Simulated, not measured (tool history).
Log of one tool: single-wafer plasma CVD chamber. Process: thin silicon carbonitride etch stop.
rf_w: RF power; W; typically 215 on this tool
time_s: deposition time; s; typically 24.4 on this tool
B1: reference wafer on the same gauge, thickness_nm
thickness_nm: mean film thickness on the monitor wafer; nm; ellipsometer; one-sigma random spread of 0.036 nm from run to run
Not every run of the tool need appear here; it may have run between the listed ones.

run 1 hour=0.0 | rf_w=215 time_s=25.4 | B1=15.906 | thickness_nm=14.112
run 2 hour=81.6 | rf_w=215 time_s=21.2 | B1=15.899 | thickness_nm=11.759
run 3 hour=157.6 | rf_w=215 time_s=21.2 | B1=15.896 | thickness_nm=11.763
run 4 hour=217.8 | rf_w=215 time_s=24.4 | B1=15.896 | thickness_nm=13.555
run 5 hour=282.8 | rf_w=215 time_s=24.4 | B1=15.900 | thickness_nm=13.624
run 6 hour=371.7 | rf_w=215 time_s=24.4 | B1=15.903 | thickness_nm=13.579
run 7 hour=441.9 | rf_w=215 time_s=24.4 | B1=15.906 | thickness_nm=13.608
run 8 hour=514.8 | rf_w=215 time_s=24.4 | B1=15.894 | thickness_nm=13.527
run 9 hour=609.6 | rf_w=190 time_s=26.6 | B1=15.898 | thickness_nm=14.087
run 10 hour=667.4 | rf_w=190 time_s=26.6 | B1=15.896 | thickness_nm=14.030
run 11 hour=741.6 | rf_w=215 time_s=24.4 | B1=15.903 | thickness_nm=13.544
run 12 hour=799.2 | rf_w=215 time_s=25.6 | B1=15.895 | thickness_nm=14.233
run 13 hour=858.7 | rf_w=215 time_s=25.6 | B1=15.899 | thickness_nm=14.288
run 14 hour=941.5 | rf_w=215 time_s=25.6 | B1=15.903 | thickness_nm=14.228
run 15 hour=1047.2 | rf_w=215 time_s=22.5 | B1=15.901 | thickness_nm=12.516
run 16 hour=1141.7 | rf_w=215 time_s=21.2 | B1=15.895 | thickness_nm=11.728
run 17 hour=1184.3 | rf_w=235 time_s=27.0 | B1=15.909 | thickness_nm=15.543
run 18 hour=1259.0 | rf_w=185 time_s=24.4 | B1=15.905 | thickness_nm=12.691
run 19 hour=1311.6 | rf_w=240 time_s=21.4 | B1=15.894 | thickness_nm=12.461
run 20 hour=1357.3 | rf_w=215 time_s=24.4 | B1=15.892 | thickness_nm=13.605
run 21 hour=1424.8 | rf_w=235 time_s=29.1 | B1=15.901 | thickness_nm=16.747
run 22 hour=1514.4 | rf_w=175 time_s=21.6 | B1=15.894 | thickness_nm=11.049
run 23 hour=1804.0 | rf_w=215 time_s=24.4 | B1=15.903 | thickness_nm=13.595
run 24 hour=1906.9 | rf_w=215 time_s=24.4 | B1=15.907 | thickness_nm=13.572
run 25 hour=1944.7 | rf_w=230 time_s=28.6 | B1=15.888 | thickness_nm=16.236
run 26 hour=1983.9 | rf_w=185 time_s=28.6 | B1=15.893 | thickness_nm=15.008
run 27 hour=2069.1 | rf_w=230 time_s=29.2 | B1=15.901 | thickness_nm=16.711
run 28 hour=2155.6 | rf_w=200 time_s=22.5 | B1=15.893 | thickness_nm=12.107

Not shown here: 5 entries made in the log between runs. Locate each between two listed runs and compare the hidden state at the listed run before it with the hidden state at the listed run after it:
Between runs 11 and 12: gauge calibrated (hour 766.4); thermocouple changed; heater temperature recalibrated (hour 778.2)
  the hidden state is the same at both runs
Between runs 15 and 16: showerhead replaced (hour 1078.1); RF generator calibrated (hour 1128.6)
  the hidden state is the same at both runs
Between runs 27 and 28: gauge calibrated (hour 2081.6)
  the hidden state is the same at both runs

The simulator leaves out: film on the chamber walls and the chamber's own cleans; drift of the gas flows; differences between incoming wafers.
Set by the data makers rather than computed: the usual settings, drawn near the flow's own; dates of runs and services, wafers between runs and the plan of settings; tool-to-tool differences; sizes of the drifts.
